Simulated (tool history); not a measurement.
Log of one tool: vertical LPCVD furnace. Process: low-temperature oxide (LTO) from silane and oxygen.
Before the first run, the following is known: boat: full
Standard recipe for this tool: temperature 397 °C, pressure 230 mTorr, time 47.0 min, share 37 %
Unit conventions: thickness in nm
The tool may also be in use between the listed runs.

| run | day | temperature | pressure | time | share | read-back reference wafer on the same gauge, thickness | thickness |
|---|---|---|---|---|---|---|---|
| 1 | 0.000 | 397 | 210 | 47.0 | 37 | 338.02 | 376.01 |
|  | 0.204 | gauge calibrated |
| 2 | 0.583 | 397 | 210 | 47.0 | 37 | 337.56 | 379.90 |
| 3 | 1.017 | 397 | 230 | 43.0 | 37 | 338.11 | 379.06 |
| 4 | 1.425 | 397 | 230 | 41.5 | 37 | 337.80 | 365.57 |
| 5 | 1.938 | 397 | 230 | 47.0 | 37 | 337.73 | 410.81 |
| 6 | 2.225 | 397 | 230 | 47.0 | 33 | 338.11 | 352.23 |
|  | 3.404 | thermocouples replaced and temperature profile calibrated |
| 7 | 3.425 | 397 | 230 | 47.0 | 37 | 338.25 | 417.48 |
| 8 | 3.575 | 397 | 230 | 47.0 | 32 | 337.88 | 338.60 |
| 9 | 3.725 | 397 | 230 | 47.0 | 40 | 338.10 | 452.97 |
| 10 | 3.875 | 397 | 230 | 47.0 | 40 | 338.27 | 453.89 |
|  | 4.725 | pressure gauge zeroed |
|  | 5.679 | silane flow controller replaced |
| 11 | 5.700 | 397 | 230 | 47.0 | 40 | 337.44 | 454.58 |
| 12 | 5.850 | 404 | 230 | 47.0 | 41 | 338.17 | 500.18 |
| 13 | 6.000 | 401 | 195 | 47.0 | 44 | 338.30 | 451.40 |
| 14 | 6.150 | 409 | 230 | 60.0 | 37 | 338.07 | 603.27 |
| 15 | 6.296 | 386 | 250 | 47.0 | 41 | 338.12 | 450.36 |
| 16 | 6.446 | 397 | 210 | 47.0 | 37 | 338.69 | 374.19 |
| 17 | 6.862 | 397 | 230 | 47.0 | 37 | 337.76 | 410.18 |
|  | 6.883 | gauge calibrated |
| 18 | 7.304 | 391 | 230 | 62.0 | 35 | 337.80 | 469.64 |
| 19 | 7.829 | 400 | 230 | 54.0 | 35 | 338.08 | 451.91 |
| 20 | 9.788 | 393 | 230 | 47.0 | 37 | 338.26 | 392.06 |
| 21 | 10.400 | 390 | 245 | 35.5 | 31 | 337.87 | 239.60 |
| 22 | 10.654 | 397 | 230 | 47.0 | 32 | 337.52 | 337.34 |

Consider 4 possible next runs. They are alternatives, not a sequence: every one starts from the tool as it was left by run 22. What does each give?
| A | 10.808 | 397 | 230 | 47.0 | 37 | ? | ? |
| B | 10.808 | 406 | 280 | 47.0 | 44 | ? | ? |
| C | 10.808 | 397 | 210 | 47.0 | 30 | ? | ? |
| D | 10.808 | 403 | 230 | 42.0 | 41 | ? | ? |

| run | read-back reference wafer on the same gauge, thickness | thickness |
|---|---|---|
| A | 337.97 | 414.64 |
| B | 337.97 | 682.21 |
| C | 337.97 | 283.10 |
| D | 337.97 | 449.01 |
Without the tool's unlogged condition, the same runs would have read:
| run | thickness |
|---|---|
| A | 414.64 |
| B | 682.21 |
| C | 283.10 |
| D | 449.01 |

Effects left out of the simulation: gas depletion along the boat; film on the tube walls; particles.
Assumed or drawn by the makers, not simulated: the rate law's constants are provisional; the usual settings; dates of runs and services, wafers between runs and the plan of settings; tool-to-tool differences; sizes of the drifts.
